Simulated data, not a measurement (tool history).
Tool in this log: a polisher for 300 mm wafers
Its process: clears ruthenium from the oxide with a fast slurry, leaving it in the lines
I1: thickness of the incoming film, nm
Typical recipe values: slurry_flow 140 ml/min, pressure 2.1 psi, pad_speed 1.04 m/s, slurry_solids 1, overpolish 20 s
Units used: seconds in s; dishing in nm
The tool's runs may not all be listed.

{"run": 1, "hour": 0.0, "slurry_flow": 140, "pressure": 2.1, "pad_speed": 1.04, "slurry_solids": 1.1, "overpolish": 20, "I1": 131.1, "seconds": 33.1, "dishing": 47.9}
{"run": 2, "hour": 21.8, "slurry_flow": 140, "pressure": 2.1, "pad_speed": 1.04, "slurry_solids": 1.1, "overpolish": 20, "I1": 129.1, "seconds": 32.9, "dishing": 50.8}
{"run": 3, "hour": 46.3, "slurry_flow": 140, "pressure": 2.1, "pad_speed": 1.04, "slurry_solids": 1.1, "overpolish": 20, "I1": 130.2, "seconds": 32.8, "dishing": 49.7}
{"run": 4, "hour": 72.6, "slurry_flow": 140, "pressure": 1.9, "pad_speed": 1.04, "slurry_solids": 1, "overpolish": 20, "I1": 132.1, "seconds": 39.3, "dishing": 43.5}
{"hour": 81.0, "done": "worn pad replaced by a new one"}
{"run": 5, "hour": 91.0, "slurry_flow": 140, "pressure": 2.1, "pad_speed": 1.32, "slurry_solids": 1, "overpolish": 20, "I1": 130.3, "seconds": 28.8, "dishing": 53.9}
{"run": 6, "hour": 110.1, "slurry_flow": 140, "pressure": 2.1, "pad_speed": 1.32, "slurry_solids": 1, "overpolish": 20, "I1": 131, "seconds": 28.4, "dishing": 52.9}
{"hour": 134.0, "done": "head pressure recalibrated"}
{"run": 7, "hour": 145.2, "slurry_flow": 190, "pressure": 2.1, "pad_speed": 0.74, "slurry_solids": 1, "overpolish": 15, "I1": 131.4, "seconds": 44.7, "dishing": 32.7}
{"run": 8, "hour": 158.4, "slurry_flow": 180, "pressure": 2.6, "pad_speed": 1.04, "slurry_solids": 1, "overpolish": 31, "I1": 132.2, "seconds": 26, "dishing": 75.3}
{"run": 9, "hour": 186.9, "slurry_flow": 140, "pressure": 2.1, "pad_speed": 1.04, "slurry_solids": 1, "overpolish": 20, "I1": 129.9, "seconds": 31.8, "dishing": 50}
{"hour": 193.9, "done": "slurry blender recalibrated"}
{"run": 10, "hour": 214.4, "slurry_flow": 140, "pressure": 2.1, "pad_speed": 1.04, "slurry_solids": 1, "overpolish": 20, "I1": 128.1, "seconds": 32.7, "dishing": 48.9}
{"run": 11, "hour": 246.3, "slurry_flow": 165, "pressure": 1.8, "pad_speed": 0.84, "slurry_solids": 1, "overpolish": 20, "I1": 129.8, "seconds": 46.3, "dishing": 40.3}
{"run": 12, "hour": 263.0, "slurry_flow": 125, "pressure": 2.1, "pad_speed": 1.04, "slurry_solids": 0.75, "overpolish": 20, "I1": 128.5, "seconds": 39, "dishing": 42.1}
{"hour": 268.3, "done": "worn pad replaced by a new one"}
{"run": 13, "hour": 285.1, "slurry_flow": 140, "pressure": 2.1, "pad_speed": 1.04, "slurry_solids": 0.8, "overpolish": 15, "I1": 131, "seconds": 39.5, "dishing": 35.8}
{"run": 14, "hour": 310.6, "slurry_flow": 180, "pressure": 2.7, "pad_speed": 0.9, "slurry_solids": 1, "overpolish": 30, "I1": 131.3, "seconds": 28.2, "dishing": 71.5}
{"run": 15, "hour": 325.7, "slurry_flow": 140, "pressure": 1.6, "pad_speed": 0.9, "slurry_solids": 0.9, "overpolish": 17, "I1": 129.4, "seconds": 53.1, "dishing": 28.7}
{"run": 16, "hour": 348.5, "slurry_flow": 125, "pressure": 2.1, "pad_speed": 1.04, "slurry_solids": 1.1, "overpolish": 20, "I1": 128.5, "seconds": 32.1, "dishing": 50}
{"run": 17, "hour": 375.7, "slurry_flow": 140, "pressure": 2.1, "pad_speed": 1.04, "slurry_solids": 1.1, "overpolish": 20, "I1": 130.2, "seconds": 30.9, "dishing": 50.1}
{"run": 18, "hour": 394.7, "slurry_flow": 140, "pressure": 1.4, "pad_speed": 1.16, "slurry_solids": 1, "overpolish": 20, "I1": 131.6, "seconds": 46.7, "dishing": 40.8}
{"run": 19, "hour": 430.5, "slurry_flow": 140, "pressure": 2.1, "pad_speed": 1.04, "slurry_solids": 1, "overpolish": 20, "I1": 128.5, "seconds": 33, "dishing": 47.8}
{"run": 20, "hour": 466.1, "slurry_flow": 140, "pressure": 1.6, "pad_speed": 1.32, "slurry_solids": 0.8, "overpolish": 20, "I1": 129.9, "seconds": 41.3, "dishing": 41.7}
{"hour": 475.9, "done": "worn pad replaced by a new one"}
{"run": 21, "hour": 493.2, "slurry_flow": 140, "pressure": 2.1, "pad_speed": 0.82, "slurry_solids": 1, "overpolish": 20, "I1": 129.4, "seconds": 42.6, "dishing": 41.2}
{"run": 22, "hour": 523.9, "slurry_flow": 165, "pressure": 2.1, "pad_speed": 1.04, "slurry_solids": 1, "overpolish": 20, "I1": 130.5, "seconds": 32.6, "dishing": 49}
{"run": 23, "hour": 537.0, "slurry_flow": 100, "pressure": 2.4, "pad_speed": 1.04, "slurry_solids": 1, "overpolish": 20, "I1": 131.3, "seconds": 32.7, "dishing": 49.4}
{"run": 24, "hour": 554.1, "slurry_flow": 140, "pressure": 2.1, "pad_speed": 1.04, "slurry_solids": 1.15, "overpolish": 20, "I1": 129.4, "seconds": 29.7, "dishing": 51.2}
{"run": 25, "hour": 585.1, "slurry_flow": 140, "pressure": 2.1, "pad_speed": 1.04, "slurry_solids": 1, "overpolish": 20, "I1": 131.5, "seconds": 34.9, "dishing": 49.2}

For run 26, what comes out?
{"run": 26, "hour": 604.2, "slurry_flow": 140, "pressure": 2.1, "pad_speed": 1.04, "slurry_solids": 1, "overpolish": 20, "I1": 128.6, "seconds": "?", "dishing": "?"}

{"run 26": {"seconds": 33.1, "dishing": 50.6}}
Had the tool carried no hidden state, the very same run would have given seconds 31.6 s, dishing 52.4 nm.
